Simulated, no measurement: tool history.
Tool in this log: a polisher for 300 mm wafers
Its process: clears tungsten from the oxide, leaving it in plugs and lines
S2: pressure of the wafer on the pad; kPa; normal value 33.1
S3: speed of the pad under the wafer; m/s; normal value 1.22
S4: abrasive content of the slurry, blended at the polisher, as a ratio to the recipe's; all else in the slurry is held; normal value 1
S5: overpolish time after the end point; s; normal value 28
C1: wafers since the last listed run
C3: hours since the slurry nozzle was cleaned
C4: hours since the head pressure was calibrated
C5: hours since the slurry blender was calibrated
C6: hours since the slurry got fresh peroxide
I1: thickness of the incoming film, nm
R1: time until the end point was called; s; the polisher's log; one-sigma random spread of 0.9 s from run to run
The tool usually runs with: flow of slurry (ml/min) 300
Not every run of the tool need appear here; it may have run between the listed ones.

{"run": 1, "hour": 0.0, "flow of slurry (ml/min)": 300, "S2": 33.1, "S3": 1.22, "S4": 1, "S5": 22, "C1": 0, "wafers polished on this pad": 765, "C3": 381.5, "C4": 1093.1, "C5": 182.4, "C6": 90.3, "I1": 575.3, "R1": 79.1}
{"run": 2, "hour": 9.8, "flow of slurry (ml/min)": 300, "S2": 33.1, "S3": 1.22, "S4": 1, "S5": 22, "C1": 116, "wafers polished on this pad": 881, "C3": 391.3, "C4": 1102.9, "C5": 192.2, "C6": 100.1, "I1": 574.1, "R1": 77.6}
{"run": 3, "hour": 24.7, "flow of slurry (ml/min)": 300, "S2": 33.1, "S3": 1.22, "S4": 1, "S5": 22, "C1": 177, "wafers polished on this pad": 1059, "C3": 406.2, "C4": 1117.8, "C5": 207.1, "C6": 115, "I1": 575.3, "R1": 79.8}
{"hour": 33.7, "done": "worn pad replaced by a new one"}
{"run": 4, "hour": 37.0, "flow of slurry (ml/min)": 300, "S2": 33.1, "S3": 1.22, "S4": 1, "S5": 28, "C1": 98, "wafers polished on this pad": 39, "C3": 418.5, "C4": 1130.1, "C5": 219.4, "C6": 127.3, "I1": 572.2, "R1": 79}
{"run": 5, "hour": 50.2, "flow of slurry (ml/min)": 300, "S2": 33.1, "S3": 1.22, "S4": 1, "S5": 28, "C1": 157, "wafers polished on this pad": 196, "C3": 431.7, "C4": 1143.3, "C5": 232.6, "C6": 140.5, "I1": 577.5, "R1": 79.4}
{"hour": 53.9, "done": "slurry tank refilled with fresh slurry and peroxide"}
{"run": 6, "hour": 59.1, "flow of slurry (ml/min)": 300, "S2": 33.1, "S3": 1.22, "S4": 1, "S5": 28, "C1": 94, "wafers polished on this pad": 290, "C3": 440.6, "C4": 1152.2, "C5": 241.5, "C6": 5.2, "I1": 578.3, "R1": 75.5}
{"hour": 97.1, "done": "slurry blender recalibrated"}
{"run": 7, "hour": 97.5, "flow of slurry (ml/min)": 300, "S2": 33.1, "S3": 1.22, "S4": 1, "S5": 28, "C1": 433, "wafers polished on this pad": 723, "C3": 479, "C4": 1190.6, "C5": 0.4, "C6": 43.6, "I1": 566.2, "R1": 78.1}
{"run": 8, "hour": 106.3, "flow of slurry (ml/min)": 300, "S2": 24.1, "S3": 1.22, "S4": 1, "S5": 28, "C1": 104, "wafers polished on this pad": 828, "C3": 487.8, "C4": 1199.4, "C5": 9.2, "C6": 52.4, "I1": 583.8, "R1": 108.5}
{"run": 9, "hour": 114.5, "flow of slurry (ml/min)": 300, "S2": 24.1, "S3": 1.22, "S4": 1, "S5": 28, "C1": 97, "wafers polished on this pad": 925, "C3": 496, "C4": 1207.6, "C5": 17.4, "C6": 60.6, "I1": 585.7, "R1": 110.5}
{"hour": 122.0, "done": "worn pad replaced by a new one"}
{"run": 10, "hour": 123.7, "flow of slurry (ml/min)": 300, "S2": 33.1, "S3": 1.22, "S4": 0.85, "S5": 28, "C1": 61, "wafers polished on this pad": 19, "C3": 505.2, "C4": 1216.8, "C5": 26.6, "C6": 69.8, "I1": 581.2, "R1": 81.8}
{"run": 11, "hour": 130.9, "flow of slurry (ml/min)": 300, "S2": 33.1, "S3": 1.5, "S4": 1.2, "S5": 28, "C1": 85, "wafers polished on this pad": 105, "C3": 512.4, "C4": 1224, "C5": 33.8, "C6": 77, "I1": 570.6, "R1": 63.6}
{"run": 12, "hour": 138.6, "flow of slurry (ml/min)": 265, "S2": 33.1, "S3": 1.22, "S4": 0.7, "S5": 42, "C1": 91, "wafers polished on this pad": 197, "C3": 520.1, "C4": 1231.7, "C5": 41.5, "C6": 84.7, "I1": 575.8, "R1": 87.6}
{"hour": 141.5, "done": "head pressure recalibrated"}
{"run": 13, "hour": 148.4, "flow of slurry (ml/min)": 300, "S2": 33.1, "S3": 1.22, "S4": 1, "S5": 28, "C1": 92, "wafers polished on this pad": 290, "C3": 529.9, "C4": 6.9, "C5": 51.3, "C6": 94.5, "I1": 581.2, "R1": 78}
{"run": 14, "hour": 159.5, "flow of slurry (ml/min)": 300, "S2": 42.1, "S3": 1.22, "S4": 1.1, "S5": 28, "C1": 132, "wafers polished on this pad": 422, "C3": 541, "C4": 18, "C5": 62.4, "C6": 105.6, "I1": 568.8, "R1": 58.7}
{"run": 15, "hour": 166.9, "flow of slurry (ml/min)": 300, "S2": 24.1, "S3": 1.22, "S4": 1, "S5": 28, "C1": 88, "wafers polished on this pad": 510, "C3": 548.4, "C4": 25.4, "C5": 69.8, "C6": 113, "I1": 576.2, "R1": 106.5}
{"run": 16, "hour": 184.8, "flow of slurry (ml/min)": 300, "S2": 33.1, "S3": 0.84, "S4": 1, "S5": 28, "C1": 213, "wafers polished on this pad": 723, "C3": 566.3, "C4": 43.3, "C5": 87.7, "C6": 130.9, "I1": 568.6, "R1": 101.1}
{"hour": 194.4, "done": "slurry tank refilled with fresh slurry and peroxide"}
{"run": 17, "hour": 196.1, "flow of slurry (ml/min)": 300, "S2": 33.1, "S3": 1.36, "S4": 1, "S5": 28, "C1": 122, "wafers polished on this pad": 845, "C3": 577.6, "C4": 54.6, "C5": 99, "C6": 1.7, "I1": 576.8, "R1": 69.4}
{"hour": 199.8, "done": "slurry nozzle cleaned"}
{"hour": 215.8, "done": "worn pad replaced by a new one"}
{"run": 18, "hour": 243.3, "flow of slurry (ml/min)": 330, "S2": 33.1, "S3": 1.22, "S4": 1.15, "S5": 28, "C1": 502, "wafers polished on this pad": 326, "C3": 43.5, "C4": 101.8, "C5": 146.2, "C6": 48.9, "I1": 585.1, "R1": 76.7}
{"run": 19, "hour": 259.0, "flow of slurry (ml/min)": 300, "S2": 33.1, "S3": 1.22, "S4": 1, "S5": 28, "C1": 186, "wafers polished on this pad": 513, "C3": 59.2, "C4": 117.5, "C5": 161.9, "C6": 64.6, "I1": 572.3, "R1": 78.9}

Below are 5 alternative next runs, each starting from the tool's condition after run 19. Predict each:
{"run": "A", "hour": 259.4, "flow of slurry (ml/min)": 300, "S2": 33.1, "S3": 0.94, "S4": 1, "S5": 28, "C1": 4, "wafers polished on this pad": 518, "C3": 59.6, "C4": 117.9, "C5": 162.3, "C6": 65, "I1": 568.6, "R1": "?"}
{"run": "B", "hour": 259.4, "flow of slurry (ml/min)": 235, "S2": 29.6, "S3": 1.22, "S4": 0.9, "S5": 23, "C1": 4, "wafers polished on this pad": 518, "C3": 59.6, "C4": 117.9, "C5": 162.3, "C6": 65, "I1": 568.6, "R1": "?"}
{"run": "C", "hour": 259.4, "flow of slurry (ml/min)": 300, "S2": 33.1, "S3": 1.5, "S4": 1, "S5": 28, "C1": 4, "wafers polished on this pad": 518, "C3": 59.6, "C4": 117.9, "C5": 162.3, "C6": 65, "I1": 568.6, "R1": "?"}
{"run": "D", "hour": 259.4, "flow of slurry (ml/min)": 300, "S2": 33.1, "S3": 1.04, "S4": 1, "S5": 28, "C1": 4, "wafers polished on this pad": 518, "C3": 59.6, "C4": 117.9, "C5": 162.3, "C6": 65, "I1": 568.6, "R1": "?"}
{"run": "E", "hour": 259.4, "flow of slurry (ml/min)": 300, "S2": 26.9, "S3": 0.84, "S4": 1.25, "S5": 28, "C1": 4, "wafers polished on this pad": 518, "C3": 59.6, "C4": 117.9, "C5": 162.3, "C6": 65, "I1": 568.6, "R1": "?"}

run=A R1=93.1
run=B R1=90.4
run=C R1=66.4
run=D R1=86.9
run=E R1=117.5
With the hidden condition removed and each run's random variation left untouched, the same runs would have given:
run=A R1=87.6
run=B R1=85
run=C R1=62.5
run=D R1=81.7
run=E R1=110.6

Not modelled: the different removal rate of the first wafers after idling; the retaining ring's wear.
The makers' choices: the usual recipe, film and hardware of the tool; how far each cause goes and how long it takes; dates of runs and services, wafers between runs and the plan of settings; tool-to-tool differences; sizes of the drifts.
